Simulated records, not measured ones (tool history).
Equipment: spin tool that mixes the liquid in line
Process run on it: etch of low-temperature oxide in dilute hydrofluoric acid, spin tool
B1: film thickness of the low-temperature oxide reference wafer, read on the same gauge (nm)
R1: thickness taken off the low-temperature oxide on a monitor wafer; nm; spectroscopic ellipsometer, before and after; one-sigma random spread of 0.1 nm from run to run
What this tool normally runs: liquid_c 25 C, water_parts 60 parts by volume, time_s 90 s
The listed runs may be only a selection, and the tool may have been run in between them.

Run 1, hour 0.0: usual settings; B1 90.00. Result: R1 27.09 nm.
Run 2, hour 17.1: usual settings; B1 89.96. Result: R1 27.02 nm.
At hour 35.2: gauge calibrated.
Run 3, hour 50.0: usual settings; B1 90.02. Result: R1 27.14 nm.
Run 4, hour 79.3: usual settings; B1 90.01. Result: R1 27.09 nm.
Run 5, hour 111.4: usual settings; B1 90.02. Result: R1 27.10 nm.
Run 6, hour 128.6: usual settings; B1 90.01. Result: R1 27.14 nm.
Run 7, hour 150.3: usual settings but liquid_c 22 C; B1 90.01. Result: R1 23.98 nm.
Run 8, hour 177.8: usual settings; B1 90.00. Result: R1 27.11 nm.
Run 9, hour 196.9: usual settings; B1 90.02. Result: R1 27.29 nm.
Run 10, hour 230.7: usual settings; B1 90.00. Result: R1 27.23 nm.
Run 11, hour 266.3: usual settings but liquid_c 29 C; B1 90.01. Result: R1 31.90 nm.
Run 12, hour 284.6: usual settings; B1 89.99. Result: R1 27.15 nm.
At hour 299.8: hydrofluoric acid flow meter replaced.
Run 13, hour 301.9: usual settings; B1 90.01. Result: R1 27.08 nm.
Run 14, hour 316.6: usual settings; B1 90.03. Result: R1 27.06 nm.
Run 15, hour 421.0: usual settings; B1 89.97. Result: R1 27.06 nm.
Run 16, hour 444.2: usual settings but liquid_c 29 C, water_parts 30 parts by volume, time_s 115 s; B1 90.00. Result: R1 84.85 nm.
At hour 473.3: thermometer replaced.
Run 17, hour 478.4: usual settings; B1 90.01. Result: R1 27.14 nm.
Run 18, hour 500.8: usual settings; B1 89.99. Result: R1 27.10 nm.
Run 19, hour 521.3: usual settings but water_parts 35 parts by volume, time_s 40 s; B1 90.01. Result: R1 21.38 nm.
Run 20, hour 552.7: usual settings but liquid_c 20 C, water_parts 40 parts by volume, time_s 130 s; B1 89.98. Result: R1 49.04 nm.
At hour 573.3: gauge calibrated.
Run 21, hour 660.3: usual settings but water_parts 80 parts by volume; B1 89.98. Result: R1 19.78 nm.
Run 22, hour 676.5: usual settings but liquid_c 23 C; B1 89.99. Result: R1 25.14 nm.
Run 23, hour 701.8: usual settings but water_parts 70 parts by volume; B1 89.96. Result: R1 23.00 nm.
Run 24, hour 729.5: usual settings; B1 90.00. Result: R1 27.16 nm.
Run 25, hour 779.6: usual settings; B1 90.02. Result: R1 27.22 nm.
Run 26, hour 798.9: usual settings but liquid_c 21 C; B1 90.01. Result: R1 22.99 nm.
Run 27, hour 857.8: usual settings; B1 90.00. Result: R1 27.09 nm.
Run 28, hour 880.0: usual settings but water_parts 40 parts by volume; B1 90.00. Result: R1 41.81 nm.

3 options for the next run, each taken on its own from the tool as it stands now. Forecast them:
Run A, hour 880.4: usual settings but time_s 60 s; B1 ?. Result: R1 ?.
Run B, hour 880.4: usual settings but water_parts 90 parts by volume; B1 ?. Result: R1 ?.
Run C, hour 880.4: usual settings but time_s 35 s; B1 ?. Result: R1 ?.

run     B1     R1
  A  90.02  18.11
  B  90.02  17.41
  C  90.02  10.56
The same runs, with their run-to-run variation unchanged, on a tool lacking any hidden condition would have given:
run     R1
  A  18.11
  B  17.41
  C  10.56
